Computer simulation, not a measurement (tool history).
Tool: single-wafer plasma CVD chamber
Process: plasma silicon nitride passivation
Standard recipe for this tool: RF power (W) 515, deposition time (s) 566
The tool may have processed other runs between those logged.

run	hour	RF power (W)	deposition time (s)	wafers since the last listed run	hours since the last RF generator calibration	hours since the showerhead was replaced	hours since the gauge calibration	read-back reference wafer on the same gauge, thickness_nm	mean film thickness on the monitor wafer (angstrom)
1	0.0	460	484	0	1549.4	7311.9	849.8	1030.630	7062.30
2	91.5	515	566	218	1640.9	7403.4	941.3	1029.313	8588.16
3	186.0	515	566	225	1735.4	7497.9	1035.8	1030.114	8610.56
4	235.2	515	566	117	1784.6	7547.1	1085.0	1028.377	8598.68
5	290.5	515	566	131	1839.9	7602.4	1140.3	1030.511	8590.11
6	335.8	515	566	108	1885.2	7647.7	1185.6	1029.936	8633.30
7	428.6	515	566	221	1978.0	7740.5	1278.4	1031.041	8559.22
8	523.5	515	566	226	2072.9	7835.4	1373.3	1029.843	8615.19
# hour 658.7: RF generator calibrated
9	659.2	515	566	304	0.5	7971.1	1509.0	1031.086	8581.03
10	742.2	515	566	198	83.5	8054.1	1592.0	1029.295	8597.54
# hour 801.0: showerhead replaced
11	801.5	515	566	122	142.8	0.5	1651.3	1029.226	8623.83
# hour 918.2: gauge calibrated
12	1022.8	515	566	528	364.1	221.8	104.6	1031.656	8579.49

Predict the results of run 13:
13	1110.4	425	461	209	451.7	309.4	192.2	?	?

Run 13 produced read-back reference wafer on the same gauge, thickness_nm 1030.514, mean film thickness on the monitor wafer (angstrom) 6459.03.
Minus the tool's unlogged condition, the same run would have read mean film thickness on the monitor wafer (angstrom) 6459.03.
